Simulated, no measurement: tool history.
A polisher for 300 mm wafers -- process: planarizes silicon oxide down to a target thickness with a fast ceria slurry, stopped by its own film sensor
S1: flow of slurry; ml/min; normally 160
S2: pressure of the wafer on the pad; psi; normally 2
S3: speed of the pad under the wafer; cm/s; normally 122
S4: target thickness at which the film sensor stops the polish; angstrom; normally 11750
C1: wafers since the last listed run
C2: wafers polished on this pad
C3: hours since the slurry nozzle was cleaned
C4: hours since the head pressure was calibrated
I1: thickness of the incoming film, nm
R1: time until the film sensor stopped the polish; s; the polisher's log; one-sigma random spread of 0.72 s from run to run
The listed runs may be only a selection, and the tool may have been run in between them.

{"run": 1, "hour": 0.0, "S1": 145, "S2": 2, "S3": 122, "S4": 11750, "C1": 0, "C2": 7, "C3": 76.9, "C4": 97.3, "I1": 1830.5, "R1": 38.4}
{"run": 2, "hour": 35.8, "S1": 145, "S2": 2, "S3": 122, "S4": 11750, "C1": 367, "C2": 375, "C3": 112.7, "C4": 133.1, "I1": 1855.9, "R1": 39.7}
{"run": 3, "hour": 68.2, "S1": 160, "S2": 2, "S3": 122, "S4": 11750, "C1": 332, "C2": 707, "C3": 145.1, "C4": 165.5, "I1": 1861.4, "R1": 41.8}
{"hour": 119.1, "done": "worn pad replaced by a new one"}
{"run": 4, "hour": 123.4, "S1": 160, "S2": 2, "S3": 122, "S4": 11750, "C1": 526, "C2": 44, "C3": 200.3, "C4": 220.7, "I1": 1833.7, "R1": 37.2}
{"run": 5, "hour": 179.8, "S1": 160, "S2": 2, "S3": 122, "S4": 11750, "C1": 579, "C2": 623, "C3": 256.7, "C4": 277.1, "I1": 1853.1, "R1": 39.6}
{"run": 6, "hour": 206.1, "S1": 160, "S2": 2, "S3": 122, "S4": 11750, "C1": 270, "C2": 893, "C3": 283, "C4": 303.4, "I1": 1863.6, "R1": 41.7}
{"hour": 227.5, "done": "head pressure recalibrated"}
{"hour": 227.9, "done": "worn pad replaced by a new one"}
{"run": 7, "hour": 239.7, "S1": 160, "S2": 2, "S3": 122, "S4": 11750, "C1": 320, "C2": 120, "C3": 316.6, "C4": 12.2, "I1": 1835, "R1": 39.3}
{"run": 8, "hour": 309.0, "S1": 110, "S2": 2, "S3": 122, "S4": 11750, "C1": 711, "C2": 832, "C3": 385.9, "C4": 81.5, "I1": 1862.1, "R1": 45.1}
{"run": 9, "hour": 335.4, "S1": 160, "S2": 2, "S3": 122, "S4": 11750, "C1": 271, "C2": 1104, "C3": 412.3, "C4": 107.9, "I1": 1863.4, "R1": 44.8}
{"hour": 343.0, "done": "worn pad replaced by a new one"}
{"run": 10, "hour": 402.3, "S1": 160, "S2": 2, "S3": 122, "S4": 11750, "C1": 646, "C2": 609, "C3": 479.2, "C4": 174.8, "I1": 1870.1, "R1": 41.1}
{"hour": 430.6, "done": "slurry nozzle cleaned"}
{"hour": 453.9, "done": "worn pad replaced by a new one"}
{"run": 11, "hour": 464.2, "S1": 115, "S2": 1.5, "S3": 100, "S4": 9800, "C1": 584, "C2": 105, "C3": 33.6, "C4": 236.7, "I1": 1875.5, "R1": 77.9}
{"run": 12, "hour": 500.1, "S1": 200, "S2": 1.4, "S3": 104, "S4": 10450, "C1": 368, "C2": 474, "C3": 69.5, "C4": 272.6, "I1": 1855.6, "R1": 65.2}
{"run": 13, "hour": 525.5, "S1": 115, "S2": 2.6, "S3": 156, "S4": 10230, "C1": 260, "C2": 735, "C3": 94.9, "C4": 298, "I1": 1882.3, "R1": 34.6}
{"hour": 576.3, "done": "worn pad replaced by a new one"}
{"run": 14, "hour": 591.3, "S1": 215, "S2": 2.2, "S3": 102, "S4": 13030, "C1": 634, "C2": 154, "C3": 160.7, "C4": 363.8, "I1": 1844.3, "R1": 34}

Alternative continuations, all from the tool just after run 14; predict every row:
{"run": "A", "hour": 591.7, "S1": 190, "S2": 2, "S3": 122, "S4": 11750, "C1": 4, "C2": 158, "C3": 161.1, "C4": 364.2, "I1": 1846.1, "R1": "?"}
{"run": "B", "hour": 591.7, "S1": 160, "S2": 2.6, "S3": 122, "S4": 11750, "C1": 4, "C2": 158, "C3": 161.1, "C4": 364.2, "I1": 1846.1, "R1": "?"}
{"run": "C", "hour": 591.7, "S1": 160, "S2": 2, "S3": 122, "S4": 9370, "C1": 4, "C2": 158, "C3": 161.1, "C4": 364.2, "I1": 1846.1, "R1": "?"}

run=A R1=36.7
run=B R1=31.3
run=C R1=50.8
The same runs, with their run-to-run variation unchanged, on a tool lacking any hidden condition would have given:
run=A R1=39.8
run=B R1=34
run=C R1=55.2
